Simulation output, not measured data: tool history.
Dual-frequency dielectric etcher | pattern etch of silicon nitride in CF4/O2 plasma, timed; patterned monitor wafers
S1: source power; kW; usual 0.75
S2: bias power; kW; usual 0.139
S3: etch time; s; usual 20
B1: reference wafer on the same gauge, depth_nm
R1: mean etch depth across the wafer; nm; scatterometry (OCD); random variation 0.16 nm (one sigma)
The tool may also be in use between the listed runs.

{"run": 1, "hour": 0.0, "S1": 0.66, "S2": 0.139, "S3": 20, "B1": 52.9, "R1": 50.5}
{"run": 2, "hour": 55.8, "S1": 0.75, "S2": 0.112, "S3": 20, "B1": 52.9, "R1": 53.8}
{"run": 3, "hour": 104.3, "S1": 0.75, "S2": 0.112, "S3": 20, "B1": 52.9, "R1": 53.8}
{"run": 4, "hour": 169.4, "S1": 0.62, "S2": 0.139, "S3": 20, "B1": 52.9, "R1": 47.4}
{"run": 5, "hour": 214.6, "S1": 0.75, "S2": 0.139, "S3": 20, "B1": 52.9, "R1": 56.5}
{"hour": 313.1, "done": "wet clean of the chamber"}
{"run": 6, "hour": 315.0, "S1": 0.75, "S2": 0.139, "S3": 20, "B1": 52.9, "R1": 59.7}
{"hour": 376.0, "done": "bias power generator calibrated"}
{"run": 7, "hour": 419.9, "S1": 0.75, "S2": 0.139, "S3": 20, "B1": 52.9, "R1": 59.6}
{"run": 8, "hour": 483.7, "S1": 0.75, "S2": 0.139, "S3": 20, "B1": 52.9, "R1": 59.4}
{"hour": 503.7, "done": "gauge calibrated"}
{"hour": 511.1, "done": "source power generator calibrated"}
{"run": 9, "hour": 526.5, "S1": 0.75, "S2": 0.139, "S3": 16, "B1": 52.9, "R1": 45.2}
{"run": 10, "hour": 611.3, "S1": 0.69, "S2": 0.112, "S3": 25.5, "B1": 52.9, "R1": 62.8}
{"run": 11, "hour": 719.0, "S1": 0.63, "S2": 0.121, "S3": 14, "B1": 52.9, "R1": 32.2}
{"hour": 748.0, "done": "upper electrode replaced"}
{"run": 12, "hour": 791.1, "S1": 0.75, "S2": 0.139, "S3": 20, "B1": 52.9, "R1": 56}
{"hour": 863.3, "done": "wet clean of the chamber"}
{"run": 13, "hour": 873.8, "S1": 0.9, "S2": 0.155, "S3": 25.5, "B1": 52.9, "R1": 88.4}
{"run": 14, "hour": 1069.4, "S1": 0.75, "S2": 0.139, "S3": 20, "B1": 52.9, "R1": 56.2}
{"run": 15, "hour": 1165.3, "S1": 0.75, "S2": 0.139, "S3": 20, "B1": 52.9, "R1": 55.8}
{"run": 16, "hour": 1221.1, "S1": 0.7, "S2": 0.111, "S3": 18, "B1": 52.9, "R1": 44.1}

Forecast each of these 3 alternatives for the next run:
{"run": "A", "hour": 1221.5, "S1": 0.75, "S2": 0.139, "S3": 20, "B1": "?", "R1": "?"}
{"run": "B", "hour": 1221.5, "S1": 0.58, "S2": 0.139, "S3": 16, "B1": "?", "R1": "?"}
{"run": "C", "hour": 1221.5, "S1": 0.75, "S2": 0.139, "S3": 25, "B1": "?", "R1": "?"}

run=A B1=52.9 R1=55.6
run=B B1=52.9 R1=34.7
run=C B1=52.9 R1=69.5
Without the tool's hidden state the same runs would have given:
run=A R1=56.3
run=B R1=35.1
run=C R1=70.4

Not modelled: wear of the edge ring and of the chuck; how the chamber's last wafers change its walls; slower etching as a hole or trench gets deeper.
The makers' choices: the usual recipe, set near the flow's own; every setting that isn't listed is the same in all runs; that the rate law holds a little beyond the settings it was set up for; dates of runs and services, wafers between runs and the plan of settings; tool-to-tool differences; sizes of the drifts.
